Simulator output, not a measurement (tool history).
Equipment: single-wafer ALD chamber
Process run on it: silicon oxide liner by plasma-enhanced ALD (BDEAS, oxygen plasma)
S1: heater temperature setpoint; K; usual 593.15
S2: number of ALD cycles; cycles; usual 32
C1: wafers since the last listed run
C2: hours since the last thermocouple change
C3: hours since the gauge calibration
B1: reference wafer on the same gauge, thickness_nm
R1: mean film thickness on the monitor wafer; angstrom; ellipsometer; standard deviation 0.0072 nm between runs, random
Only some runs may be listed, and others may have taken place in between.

run    hour      S1  S2    C1      C2      C3     B1     R1
  1       0  593.15  32     0  2040.1   391.3   3.34  28.71
  2    43.8  593.15  32   372  2083.9   435.1  3.339  28.68
  3   115.1  593.15  32   606  2155.2   506.4   3.34  28.75
  4   177.9  593.15  32   533    2218   569.2  3.341   28.8
  5   259.9  593.15  32   697    2300   651.2  3.341  28.72
  6   352.3  593.15  32   785  2392.4   743.6  3.341  28.72
  7   402.4  604.15  32   425  2442.5   793.7   3.34  28.39
  8   470.6  604.15  32   579  2510.7   861.9  3.341  28.26
  9   507.2  604.15  32   311  2547.3   898.5  3.341  28.28
 10     561  593.15  32   457  2601.1   952.3  3.339   28.7
 11   652.9  593.15  32   781    2693  1044.2  3.338  28.62
        710  -- thermocouple changed; heater temperature recalibrated
 12   748.7  593.15  32   746    38.7    1140  3.339  28.79
 13   894.9  593.15  32  1242   184.9  1286.2  3.341  28.63
 14   963.8  593.15  35   585   253.8  1355.1   3.34   31.6
 15  1004.6  581.15  32   346   294.6  1395.9   3.34  29.22
 16  1054.9  581.15  27   427   344.9  1446.2  3.338  24.46
 17  1148.6  601.15  28   796   438.6  1539.9   3.34  24.79
 18  1191.8  588.15  36   367   481.8  1583.1  3.339  32.59
 19  1263.8  593.15  28   612   553.8  1655.1  3.342  25.07
     1292.7  -- gauge calibrated
 20  1351.9  593.15  27   748   641.9    59.2   3.34  24.31
 21    1445  593.15  32   791     735   152.3  3.341  28.75
 22  1516.7  598.15  34   609   806.7     224  3.341  30.44
 23  1613.5  605.15  29   822   903.5   320.8  3.342  25.73
 24  1689.5  593.15  38   646   979.5   396.8   3.34  34.07
 25  1779.4  598.15  27   764  1069.4   486.7   3.34  24.15
 26  1825.1  588.15  36   388  1115.1   532.4   3.34   32.5
 27  1907.6  581.15  27   701  1197.6   614.9  3.339  24.59
 28  1999.4  603.15  35   780  1289.4   706.7  3.339  30.99

List, for all runs, the conditions of the tool that the log does not record:
wafer temperature above the value expected at the setpoint (K): 0 in every run
gauge reads high (%): 0 in every run

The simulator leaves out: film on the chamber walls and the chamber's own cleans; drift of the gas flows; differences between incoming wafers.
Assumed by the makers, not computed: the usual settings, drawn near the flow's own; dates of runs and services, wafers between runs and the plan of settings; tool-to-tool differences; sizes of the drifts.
